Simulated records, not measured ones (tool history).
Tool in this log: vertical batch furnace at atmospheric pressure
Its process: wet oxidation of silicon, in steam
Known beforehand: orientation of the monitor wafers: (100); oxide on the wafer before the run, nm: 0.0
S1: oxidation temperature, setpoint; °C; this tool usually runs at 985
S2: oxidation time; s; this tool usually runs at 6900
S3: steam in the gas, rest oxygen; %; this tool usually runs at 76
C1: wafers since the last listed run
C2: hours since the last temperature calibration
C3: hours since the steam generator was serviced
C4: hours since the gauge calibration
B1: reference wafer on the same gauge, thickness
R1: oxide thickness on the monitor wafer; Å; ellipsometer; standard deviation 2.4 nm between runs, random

run,hour,S1,S2,S3,C1,C2,C3,C4,B1,R1
1,0.0,985,6900,71,0,2594.3,1096.1,827.8,484.82,4725.9
2,35.0,985,5010,76,434,2629.3,1131.1,862.8,483.90,3928.2
3,211.5,985,5010,76,2188,2805.8,1307.6,1039.3,484.90,3944.7
4,273.3,985,5010,76,766,2867.6,1369.4,1101.1,485.05,3922.5
5,313.5,985,6900,81,498,2907.8,1409.6,1141.3,485.34,5069.6
6,379.3,985,6900,76,816,2973.6,1475.4,1207.1,485.59,4912.3
7,418.1,985,6900,76,481,3012.4,1514.2,1245.9,486.22,4946.6
8,611.9,976,6900,69,2403,3206.2,1708.0,1439.7,484.41,4254.5
9,647.2,985,5550,68,437,3241.5,1743.3,1475.0,484.61,3884.1
# hour 676.3: gauge calibrated
10,710.9,985,5550,68,789,3305.2,1807.0,34.6,485.11,3878.5
11,739.4,985,5550,68,353,3333.7,1835.5,63.1,485.38,3882.0
12,804.4,985,6900,76,806,3398.7,1900.5,128.1,485.28,4899.2
13,871.6,985,6900,76,833,3465.9,1967.7,195.3,484.68,4919.4
14,914.0,985,6900,76,525,3508.3,2010.1,237.7,484.84,4868.4
# hour 949.6: steam generator serviced
15,950.1,985,6900,76,150,3544.4,0.5,273.8,484.10,4778.9
16,1018.4,985,6900,76,847,3612.7,68.8,342.1,485.23,4766.7
17,1052.3,985,6900,76,420,3646.6,102.7,376.0,484.94,4714.2
18,1086.0,985,6900,76,417,3680.3,136.4,409.7,485.72,4770.1
19,1130.5,967,9540,76,551,3724.8,180.9,454.2,484.63,5220.4
20,1187.2,985,6900,76,703,3781.5,237.6,510.9,484.60,4760.1
# hour 1234.1: thermocouples replaced and temperature profile calibrated
21,1241.8,985,3840,76,379,7.7,292.2,565.5,485.33,3117.1
22,1336.5,985,3600,76,1174,102.4,386.9,660.2,484.94,2945.7
23,1375.0,972,6900,76,477,140.9,425.4,698.7,485.75,4289.2
# hour 1432.6: steam generator serviced, repeated, since the last time left the tool worse
24,1433.1,985,6900,76,422,199.0,0.5,756.8,484.72,5024.9
25,1465.5,985,5970,79,401,231.4,32.9,789.2,485.24,4630.0
26,1513.0,985,6900,76,589,278.9,80.4,836.7,484.79,5023.9
27,1555.1,985,6900,76,522,321.0,122.5,878.8,484.14,4950.2
28,1620.1,985,6900,76,806,386.0,187.5,943.8,484.99,4971.9
29,1704.3,1004,3750,70,1044,470.2,271.7,1028.0,484.87,3548.8
30,1731.2,985,6900,76,333,497.1,298.6,1054.9,485.04,5016.0
31,1801.2,976,4740,81,868,567.1,368.6,1124.9,484.38,3742.2
32,1851.2,996,10050,68,620,617.1,418.6,1174.9,485.72,6398.5
33,1881.0,1006,8370,67,369,646.9,448.4,1204.7,484.85,5955.7
34,1949.6,1009,4410,73,850,715.5,517.0,1273.3,485.14,4241.9

3 options for the next run, each taken on its own from the tool as it stands now. Forecast them:
A,1955.2,1008,6900,76,69,721.1,522.6,1278.9,?,?
B,1955.2,985,6900,83,69,721.1,522.6,1278.9,?,?
C,1955.2,985,5580,76,69,721.1,522.6,1278.9,?,?

run,B1,R1
A,485.46,5846.1
B,485.46,5324.6
C,485.46,4334.0
With no hidden state in the tool, these same runs would have given:
run,R1
A,5886.1
B,5362.9
C,4366.3
